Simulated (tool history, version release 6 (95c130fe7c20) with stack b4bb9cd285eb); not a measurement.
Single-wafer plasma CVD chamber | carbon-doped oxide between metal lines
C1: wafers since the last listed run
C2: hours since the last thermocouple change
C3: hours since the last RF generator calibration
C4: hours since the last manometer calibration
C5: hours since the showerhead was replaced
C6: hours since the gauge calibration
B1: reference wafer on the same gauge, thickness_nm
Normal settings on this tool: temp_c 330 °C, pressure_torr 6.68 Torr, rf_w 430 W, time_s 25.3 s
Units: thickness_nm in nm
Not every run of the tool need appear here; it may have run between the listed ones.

run 1 hour=0.0 | temp_c=335 pressure_torr=5.42 rf_w=430 time_s=25.3 | C1=0 C2=2167.3 C3=1339.6 C4=1483.0 C5=2964.0 C6=1503.6 | B1=112.054 | thickness_nm=124.660
-- hour=11.5 gauge calibrated
run 2 hour=27.5 | temp_c=335 pressure_torr=5.42 rf_w=430 time_s=25.3 | C1=584 C2=2194.8 C3=1367.1 C4=1510.5 C5=2991.5 C6=16.0 | B1=112.045 | thickness_nm=125.531
run 3 hour=78.8 | temp_c=340 pressure_torr=6.68 rf_w=430 time_s=25.3 | C1=1090 C2=2246.1 C3=1418.4 C4=1561.8 C5=3042.8 C6=67.3 | B1=112.129 | thickness_nm=124.614
run 4 hour=95.0 | temp_c=335 pressure_torr=5.42 rf_w=430 time_s=25.3 | C1=344 C2=2262.3 C3=1434.6 C4=1578.0 C5=3059.0 C6=83.5 | B1=111.963 | thickness_nm=125.402
-- hour=115.8 capacitance manometer re-zeroed and calibrated
run 5 hour=122.6 | temp_c=330 pressure_torr=6.68 rf_w=430 time_s=25.3 | C1=416 C2=2289.9 C3=1462.2 C4=6.8 C5=3086.6 C6=111.1 | B1=111.960 | thickness_nm=128.928
run 6 hour=144.0 | temp_c=334 pressure_torr=6.68 rf_w=430 time_s=26.8 | C1=454 C2=2311.3 C3=1483.6 C4=28.2 C5=3108.0 C6=132.5 | B1=111.966 | thickness_nm=135.675
run 7 hour=173.8 | temp_c=345 pressure_torr=7.40 rf_w=430 time_s=22.0 | C1=633 C2=2341.1 C3=1513.4 C4=58.0 C5=3137.8 C6=162.3 | B1=111.937 | thickness_nm=106.930
run 8 hour=187.2 | temp_c=330 pressure_torr=6.68 rf_w=430 time_s=25.3 | C1=284 C2=2354.5 C3=1526.8 C4=71.4 C5=3151.2 C6=175.7 | B1=112.070 | thickness_nm=129.959
run 9 hour=202.7 | temp_c=330 pressure_torr=8.33 rf_w=385 time_s=25.3 | C1=329 C2=2370.0 C3=1542.3 C4=86.9 C5=3166.7 C6=191.2 | B1=112.036 | thickness_nm=123.504
-- hour=227.5 thermocouple changed; heater temperature recalibrated
run 10 hour=235.0 | temp_c=330 pressure_torr=6.19 rf_w=485 time_s=25.3 | C1=516 C2=7.5 C3=1574.6 C4=119.2 C5=3199.0 C6=223.5 | B1=111.824 | thickness_nm=133.580
run 11 hour=258.9 | temp_c=330 pressure_torr=6.68 rf_w=430 time_s=25.3 | C1=507 C2=31.4 C3=1598.5 C4=143.1 C5=3222.9 C6=247.4 | B1=112.151 | thickness_nm=125.857
run 12 hour=288.9 | temp_c=330 pressure_torr=6.68 rf_w=430 time_s=25.3 | C1=637 C2=61.4 C3=1628.5 C4=173.1 C5=3252.9 C6=277.4 | B1=112.229 | thickness_nm=125.817
run 13 hour=312.1 | temp_c=330 pressure_torr=5.32 rf_w=430 time_s=20.7 | C1=493 C2=84.6 C3=1651.7 C4=196.3 C5=3276.1 C6=300.6 | B1=111.963 | thickness_nm=101.976
run 14 hour=344.3 | temp_c=343 pressure_torr=7.47 rf_w=430 time_s=25.3 | C1=684 C2=116.8 C3=1683.9 C4=228.5 C5=3308.3 C6=332.8 | B1=112.055 | thickness_nm=121.672
-- hour=368.4 showerhead replaced
run 15 hour=368.9 | temp_c=344 pressure_torr=6.68 rf_w=405 time_s=25.3 | C1=352 C2=141.4 C3=1708.5 C4=253.1 C5=0.5 C6=357.4 | B1=111.999 | thickness_nm=115.718
run 16 hour=383.0 | temp_c=330 pressure_torr=6.68 rf_w=430 time_s=25.3 | C1=299 C2=155.5 C3=1722.6 C4=267.2 C5=14.6 C6=371.5 | B1=111.890 | thickness_nm=126.832
run 17 hour=411.4 | temp_c=330 pressure_torr=6.68 rf_w=430 time_s=25.3 | C1=603 C2=183.9 C3=1751.0 C4=295.6 C5=43.0 C6=399.9 | B1=112.034 | thickness_nm=126.755
run 18 hour=429.3 | temp_c=321 pressure_torr=6.68 rf_w=430 time_s=22.4 | C1=380 C2=201.8 C3=1768.9 C4=313.5 C5=60.9 C6=417.8 | B1=111.885 | thickness_nm=117.090
run 19 hour=464.2 | temp_c=343 pressure_torr=6.68 rf_w=430 time_s=23.8 | C1=741 C2=236.7 C3=1803.8 C4=348.4 C5=95.8 C6=452.7 | B1=111.870 | thickness_nm=113.904
run 20 hour=480.7 | temp_c=320 pressure_torr=6.68 rf_w=430 time_s=25.3 | C1=350 C2=253.2 C3=1820.3 C4=364.9 C5=112.3 C6=469.2 | B1=112.198 | thickness_nm=131.788
-- hour=489.1 RF generator calibrated
run 21 hour=515.5 | temp_c=344 pressure_torr=8.05 rf_w=475 time_s=29.1 | C1=569 C2=288.0 C3=26.4 C4=399.7 C5=147.1 C6=504.0 | B1=111.959 | thickness_nm=147.059
run 22 hour=546.2 | temp_c=322 pressure_torr=5.96 rf_w=505 time_s=30.1 | C1=652 C2=318.7 C3=57.1 C4=430.4 C5=177.8 C6=534.7 | B1=112.053 | thickness_nm=166.890
run 23 hour=566.4 | temp_c=334 pressure_torr=6.14 rf_w=430 time_s=25.3 | C1=429 C2=338.9 C3=77.3 C4=450.6 C5=198.0 C6=554.9 | B1=112.097 | thickness_nm=123.842
run 24 hour=593.0 | temp_c=330 pressure_torr=6.68 rf_w=430 time_s=25.3 | C1=565 C2=365.5 C3=103.9 C4=477.2 C5=224.6 C6=581.5 | B1=111.995 | thickness_nm=125.898
run 25 hour=615.3 | temp_c=330 pressure_torr=6.68 rf_w=430 time_s=25.3 | C1=473 C2=387.8 C3=126.2 C4=499.5 C5=246.9 C6=603.8 | B1=112.024 | thickness_nm=127.268
run 26 hour=649.4 | temp_c=330 pressure_torr=5.77 rf_w=430 time_s=25.3 | C1=724 C2=421.9 C3=160.3 C4=533.6 C5=281.0 C6=637.9 | B1=112.063 | thickness_nm=125.061
run 27 hour=669.4 | temp_c=318 pressure_torr=6.68 rf_w=430 time_s=25.3 | C1=425 C2=441.9 C3=180.3 C4=553.6 C5=301.0 C6=657.9 | B1=112.019 | thickness_nm=133.818
run 28 hour=745.4 | temp_c=321 pressure_torr=6.68 rf_w=430 time_s=25.3 | C1=1615 C2=517.9 C3=256.3 C4=629.6 C5=377.0 C6=733.9 | B1=112.069 | thickness_nm=131.711

For each run, what was the tool's unlogged condition?
delivered RF power above the setpoint (%): 0 at every run
true pressure above the setpoint (%): 0 at every run
gauge reads high (%): 0 at every run
H1: wafer temperature above the value expected at the setpoint (K)
run=1 H1=-6.74
run=2 H1=-6.81
run=3 H1=-6.96
run=4 H1=-7
run=5 H1=-7.08
run=6 H1=-7.14
run=7 H1=-7.22
run=8 H1=-7.26
run=9 H1=-7.3
run=10 H1=-0.34
run=11 H1=-0.406
run=12 H1=-0.49
run=13 H1=-0.555
run=14 H1=-0.645
run=15 H1=-0.714
run=16 H1=-0.753
run=17 H1=-0.833
run=18 H1=-0.883
run=19 H1=-0.98
run=20 H1=-1.03
run=21 H1=-1.12
run=22 H1=-1.21
run=23 H1=-1.27
run=24 H1=-1.34
run=25 H1=-1.4
run=26 H1=-1.5
run=27 H1=-1.55
run=28 H1=-1.77
